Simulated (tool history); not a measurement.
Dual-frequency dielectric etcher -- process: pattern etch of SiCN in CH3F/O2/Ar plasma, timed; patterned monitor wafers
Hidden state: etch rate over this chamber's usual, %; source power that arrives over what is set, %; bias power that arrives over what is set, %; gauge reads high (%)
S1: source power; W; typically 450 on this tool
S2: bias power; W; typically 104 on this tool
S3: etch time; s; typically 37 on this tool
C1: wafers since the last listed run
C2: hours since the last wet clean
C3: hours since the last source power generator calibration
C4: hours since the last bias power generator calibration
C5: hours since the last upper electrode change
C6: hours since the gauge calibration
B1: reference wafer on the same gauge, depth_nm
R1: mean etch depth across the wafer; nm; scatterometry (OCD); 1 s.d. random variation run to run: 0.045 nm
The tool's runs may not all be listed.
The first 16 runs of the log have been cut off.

run	hour	S1	S2	S3	C1	C2	C3	C4	C5	C6	B1	R1
17	388.8	520	82	37	286	334.2	79	34.7	145.5	57.4	18.01	16.33
18	410.4	400	104	27.5	250	355.8	100.6	56.3	167.1	79	18.01	12.11
19	442.8	400	113	29.5	375	388.2	133	88.7	199.5	111.4	18.02	13.35
20	468.6	450	104	37	298	414	158.8	114.5	225.3	137.2	18.06	16.82
21	480.9	450	104	37	142	426.3	171.1	126.8	237.6	149.5	18.05	16.79
22	499.6	450	104	37	216	445	189.8	145.5	256.3	168.2	18.07	16.78
23	517.6	450	130	29.5	208	463	207.8	163.5	274.3	186.2	18.06	14.19
# hour 544.5: wet clean of the chamber
24	546.1	350	113	32.5	52	1.6	236.3	192	302.8	214.7	18.08	14.27
25	625.7	380	113	43.5	922	81.2	315.9	271.6	382.4	294.3	18.11	19.46
26	648.5	520	111	40	264	104	338.7	294.4	405.2	317.1	18.12	19.13
27	674.8	450	104	37	304	130.3	365	320.7	431.5	343.4	18.13	16.81
28	692.6	450	104	37	206	148.1	382.8	338.5	449.3	361.2	18.13	16.82
29	713.7	450	104	37	244	169.2	403.9	359.6	470.4	382.3	18.15	16.83
30	738	500	123	46	281	193.5	428.2	383.9	494.7	406.6	18.15	22.48

Each row is a separate what-if for the run after 30, all from the same tool condition, not one after another. Results?
A	738.4	450	96	37	4	193.9	428.6	384.3	495.1	407	?	?
B	738.4	420	117	44.5	4	193.9	428.6	384.3	495.1	407	?	?
C	738.4	410	104	34	4	193.9	428.6	384.3	495.1	407	?	?

run	B1	R1
A	18.18	16.54
B	18.18	20.61
C	18.18	15.17
Stripped of hidden state, with their random variation kept, the same runs would have yielded:
run	R1
A	16.39
B	20.43
C	15.04
